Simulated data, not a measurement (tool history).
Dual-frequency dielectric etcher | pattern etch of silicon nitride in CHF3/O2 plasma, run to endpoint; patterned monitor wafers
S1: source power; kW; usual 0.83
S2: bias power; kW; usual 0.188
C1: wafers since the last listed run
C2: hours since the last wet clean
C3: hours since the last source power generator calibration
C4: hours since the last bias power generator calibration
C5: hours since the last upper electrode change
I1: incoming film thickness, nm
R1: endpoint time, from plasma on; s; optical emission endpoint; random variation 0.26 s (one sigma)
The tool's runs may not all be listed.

Run 1, hour 0: usual settings but S2 0.211 kW; C1 0; C2 388.2; C3 828.9; C4 3229.1; C5 1974.6; I1 78.3. Result: R1 44 s.
Run 2, hour 48.9: usual settings but S2 0.211 kW; C1 619; C2 437.1; C3 877.8; C4 3278; C5 2023.5; I1 77.4. Result: R1 43.1 s.
Run 3, hour 120.2: usual settings but S2 0.211 kW; C1 903; C2 508.4; C3 949.1; C4 3349.3; C5 2094.8; I1 77.6. Result: R1 43.3 s.
Run 4, hour 184.6: usual settings but S1 0.78 kW; C1 815; C2 572.8; C3 1013.5; C4 3413.7; C5 2159.2; I1 78. Result: R1 47.1 s.
Run 5, hour 220.6: usual settings but S1 0.78 kW; C1 456; C2 608.8; C3 1049.5; C4 3449.7; C5 2195.2; I1 77.1. Result: R1 46.4 s.
Run 6, hour 280.2: usual settings but S1 0.76 kW, S2 0.219 kW; C1 755; C2 668.4; C3 1109.1; C4 3509.3; C5 2254.8; I1 78.1. Result: R1 44.2 s.
At hour 374.3: wet clean of the chamber.
Run 7, hour 374.8: usual settings; C1 894; C2 0.5; C3 1203.7; C4 3603.9; C5 2349.4; I1 78.6. Result: R1 46.6 s.
Run 8, hour 446.5: usual settings; C1 908; C2 72.2; C3 1275.4; C4 3675.6; C5 2421.1; I1 78.2. Result: R1 46.1 s.
Run 9, hour 542.9: usual settings; C1 1221; C2 168.6; C3 1371.8; C4 3772; C5 2517.5; I1 78.1. Result: R1 46.1 s.
Run 10, hour 621.6: usual settings but S1 0.98 kW; C1 997; C2 247.3; C3 1450.5; C4 3850.7; C5 2596.2; I1 78. Result: R1 43.9 s.
Run 11, hour 658.5: usual settings but S1 0.93 kW, S2 0.22 kW; C1 467; C2 284.2; C3 1487.4; C4 3887.6; C5 2633.1; I1 78.2. Result: R1 42 s.
At hour 702: upper electrode replaced.
Run 12, hour 746.5: usual settings but S1 0.68 kW, S2 0.235 kW; C1 810; C2 372.2; C3 1575.4; C4 3975.6; C5 44.5; I1 78.4. Result: R1 44.5 s.
Run 13, hour 852.7: usual settings but S1 0.64 kW, S2 0.151 kW; C1 1345; C2 478.4; C3 1681.6; C4 4081.8; C5 150.7; I1 77.1. Result: R1 54.8 s.
At hour 920.2: bias power generator calibrated.
Run 14, hour 957.2: usual settings but S1 1.03 kW, S2 0.21 kW; C1 1273; C2 582.9; C3 1786.1; C4 37; C5 255.2; I1 78.8. Result: R1 40.2 s.
Run 15, hour 994.3: usual settings but S1 0.67 kW, S2 0.143 kW; C1 470; C2 620; C3 1823.2; C4 74.1; C5 292.3; I1 77.9. Result: R1 54 s.
Run 16, hour 1034.9: usual settings but S1 0.93 kW; C1 514; C2 660.6; C3 1863.8; C4 114.7; C5 332.9; I1 78. Result: R1 43.1 s.
At hour 1099.1: wet clean of the chamber.
Run 17, hour 1099.6: usual settings but S2 0.149 kW; C1 515; C2 0.5; C3 1928.5; C4 179.4; C5 397.6; I1 78.1. Result: R1 50.3 s.
Run 18, hour 1169.7: usual settings but S1 0.94 kW, S2 0.173 kW; C1 888; C2 70.6; C3 1998.6; C4 249.5; C5 467.7; I1 78.5. Result: R1 45.5 s.
Run 19, hour 1223.5: usual settings but S1 0.77 kW, S2 0.226 kW; C1 681; C2 124.4; C3 2052.4; C4 303.3; C5 521.5; I1 76.7. Result: R1 41.4 s.
Run 20, hour 1284.8: usual settings; C1 776; C2 185.7; C3 2113.7; C4 364.6; C5 582.8; I1 77.9. Result: R1 44.8 s.
Run 21, hour 1344.8: usual settings but S1 0.63 kW, S2 0.167 kW; C1 760; C2 245.7; C3 2173.7; C4 424.6; C5 642.8; I1 77.4. Result: R1 50.7 s.
Run 22, hour 1643.8: usual settings but S1 0.89 kW; C1 3787; C2 544.7; C3 2472.7; C4 723.6; C5 941.8; I1 78.5. Result: R1 44.3 s.
At hour 1685.2: wet clean of the chamber.
Run 23, hour 1698.7: usual settings but S2 0.149 kW; C1 391; C2 13.5; C3 2527.6; C4 778.5; C5 996.7; I1 77.5. Result: R1 49.9 s.
Run 24, hour 1742.3: usual settings but S1 0.65 kW, S2 0.175 kW; C1 552; C2 57.1; C3 2571.2; C4 822.1; C5 1040.3; I1 77.1. Result: R1 49.3 s.
At hour 1797.3: source power generator calibrated.
Run 25, hour 1812.7: usual settings; C1 841; C2 127.5; C3 15.4; C4 892.5; C5 1110.7; I1 77.3. Result: R1 44.6 s.
Run 26, hour 1872.2: usual settings but S1 0.96 kW, S2 0.209 kW; C1 753; C2 187; C3 74.9; C4 952; C5 1170.2; I1 77.3. Result: R1 40.6 s.
Run 27, hour 1972.8: usual settings but S2 0.229 kW; C1 1274; C2 287.6; C3 175.5; C4 1052.6; C5 1270.8; I1 77.2. Result: R1 41 s.
Run 28, hour 2029.1: usual settings; C1 713; C2 343.9; C3 231.8; C4 1108.9; C5 1327.1; I1 77.9. Result: R1 45.1 s.
Run 29, hour 2081.1: usual settings but S2 0.151 kW; C1 658; C2 395.9; C3 283.8; C4 1160.9; C5 1379.1; I1 76.6. Result: R1 49.1 s.
Run 30, hour 2264.4: usual settings but S1 0.67 kW, S2 0.232 kW; C1 2322; C2 579.2; C3 467.1; C4 1344.2; C5 1562.4; I1 77.4. Result: R1 43.1 s.
Run 31, hour 2313.2: usual settings; C1 618; C2 628; C3 515.9; C4 1393; C5 1611.2; I1 77.7. Result: R1 45.1 s.
At hour 2338.3: wet clean of the chamber.
Run 32, hour 2372.6: usual settings but S1 0.77 kW, S2 0.153 kW; C1 448; C2 34.3; C3 575.3; C4 1452.4; C5 1670.6; I1 77.9. Result: R1 50.4 s.
Run 33, hour 2463.4: usual settings but S2 0.162 kW; C1 1150; C2 125.1; C3 666.1; C4 1543.2; C5 1761.4; I1 77.8. Result: R1 47.9 s.
Run 34, hour 2539.3: usual settings but S1 0.92 kW, S2 0.166 kW; C1 961; C2 201; C3 742; C4 1619.1; C5 1837.3; I1 77. Result: R1 45.7 s.

Forecast each of these 5 alternatives for the next run:
Run A, hour 2539.7: usual settings but S2 0.171 kW; C1 5; C2 201.4; C3 742.4; C4 1619.5; C5 1837.7; I1 77. Result: R1 ?.
Run B, hour 2539.7: usual settings but S2 0.155 kW; C1 5; C2 201.4; C3 742.4; C4 1619.5; C5 1837.7; I1 77. Result: R1 ?.
Run C, hour 2539.7: usual settings but S1 0.65 kW, S2 0.215 kW; C1 5; C2 201.4; C3 742.4; C4 1619.5; C5 1837.7; I1 77. Result: R1 ?.
Run D, hour 2539.7: usual settings but S1 0.66 kW, S2 0.209 kW; C1 5; C2 201.4; C3 742.4; C4 1619.5; C5 1837.7; I1 77. Result: R1 ?.
Run E, hour 2539.7: usual settings but S1 0.74 kW, S2 0.147 kW; C1 5; C2 201.4; C3 742.4; C4 1619.5; C5 1837.7; I1 77. Result: R1 ?.

run    R1
  A  46.8
  B    49
  C  45.1
  D  45.5
  E  51.9
Without the tool's hidden state the same runs would have given:
run    R1
  A  46.4
  B  48.6
  C  44.7
  D  45.1
  E  51.5
